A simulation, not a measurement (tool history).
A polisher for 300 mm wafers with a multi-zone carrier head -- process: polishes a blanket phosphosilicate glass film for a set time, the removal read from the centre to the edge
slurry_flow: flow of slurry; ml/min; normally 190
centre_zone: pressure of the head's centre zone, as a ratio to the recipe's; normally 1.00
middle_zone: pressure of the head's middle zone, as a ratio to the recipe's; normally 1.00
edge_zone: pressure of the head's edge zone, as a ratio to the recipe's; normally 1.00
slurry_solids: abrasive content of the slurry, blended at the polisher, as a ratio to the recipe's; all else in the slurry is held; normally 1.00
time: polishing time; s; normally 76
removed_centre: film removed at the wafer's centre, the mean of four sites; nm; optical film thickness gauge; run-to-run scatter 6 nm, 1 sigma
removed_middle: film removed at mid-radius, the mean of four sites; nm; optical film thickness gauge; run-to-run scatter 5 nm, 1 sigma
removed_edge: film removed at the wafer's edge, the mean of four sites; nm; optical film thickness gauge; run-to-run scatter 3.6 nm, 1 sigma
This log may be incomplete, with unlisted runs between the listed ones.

run,hour,slurry_flow,centre_zone,middle_zone,edge_zone,slurry_solids,time,wafers since the last listed run,wafers polished on this pad,hours since the slurry nozzle was cleaned,hours since the centre zone pressure was calibrated,hours since the edge zone pressure was calibrated,hours since the carrier head's membrane was replaced,"incoming thickness of the incoming film, nm",removed_centre,removed_middle,removed_edge
1,0.0,150,1.08,1.00,1.00,1.00,76,0,4457,137.6,1047.0,882.3,147.9,4310.1,548.9,483.2,491.7
2,25.6,230,1.00,1.00,1.00,1.15,76,293,4751,163.2,1072.6,907.9,173.5,4242.9,585.5,546.7,557.5
# hour 41.7: centre zone pressure recalibrated
3,69.1,145,0.89,0.89,1.05,1.00,76,476,5227,206.7,27.4,951.4,217.0,4343.3,413.9,434.2,496.5
# hour 94.4: worn pad replaced by a new one
4,135.5,235,1.00,1.00,1.00,1.00,76,716,472,273.1,93.8,1017.8,283.4,4318.2,516.7,531.3,516.9
5,204.3,190,1.00,1.00,1.00,1.00,99,789,1261,341.9,162.6,1086.6,352.2,4369.7,639.5,649.9,658.8
6,254.3,190,1.00,1.00,1.00,1.00,76,573,1835,391.9,212.6,1136.6,402.2,4230.2,493.7,509.5,508.9
7,284.3,190,1.00,1.00,1.05,1.00,103,344,2180,421.9,242.6,1166.6,432.2,4376.4,680.6,681.1,703.3
8,352.5,190,1.00,1.00,1.00,1.00,76,782,2963,490.1,310.8,1234.8,500.4,4265.6,498.2,509.7,509.1
# hour 367.4: edge zone pressure recalibrated
9,422.0,190,1.00,1.00,1.05,1.00,103,774,3738,559.6,380.3,54.6,569.9,4287.0,680.4,695.2,691.4
# hour 437.8: slurry nozzle cleaned
10,459.1,190,1.00,1.00,1.00,1.00,76,414,4152,21.3,417.4,91.7,607.0,4297.1,498.5,503.2,506.5
11,484.1,190,0.93,1.00,1.11,0.75,89,286,4439,46.3,442.4,116.7,632.0,4345.4,471.2,489.1,516.4
# hour 490.6: carrier head's membrane replaced by a new one
12,522.7,190,0.96,1.09,1.00,0.90,76,385,4825,84.9,481.0,155.3,32.1,4327.9,459.5,509.7,474.2
# hour 583.3: worn pad replaced by a new one
13,584.4,130,1.00,1.00,1.00,1.00,76,662,12,146.6,542.7,217.0,93.8,4226.0,473.6,467.6,483.2
14,634.6,190,1.00,1.00,1.00,1.00,76,576,588,196.8,592.9,267.2,144.0,4314.2,514.6,505.0,506.5

Estimate the outcome of run 15 from the log above:
15,663.3,190,1.00,1.00,1.00,1.00,76,329,918,225.5,621.6,295.9,172.7,4263.7,?,?,?

{"run 15": {"removed_centre": 531.2, "removed_middle": 502.7, "removed_edge": 510.2}}
If the tool had no hidden condition, the same run with the same run-to-run variation would have returned removed_centre 506.1 nm, removed_middle 502.9 nm, removed_edge 510.2 nm.

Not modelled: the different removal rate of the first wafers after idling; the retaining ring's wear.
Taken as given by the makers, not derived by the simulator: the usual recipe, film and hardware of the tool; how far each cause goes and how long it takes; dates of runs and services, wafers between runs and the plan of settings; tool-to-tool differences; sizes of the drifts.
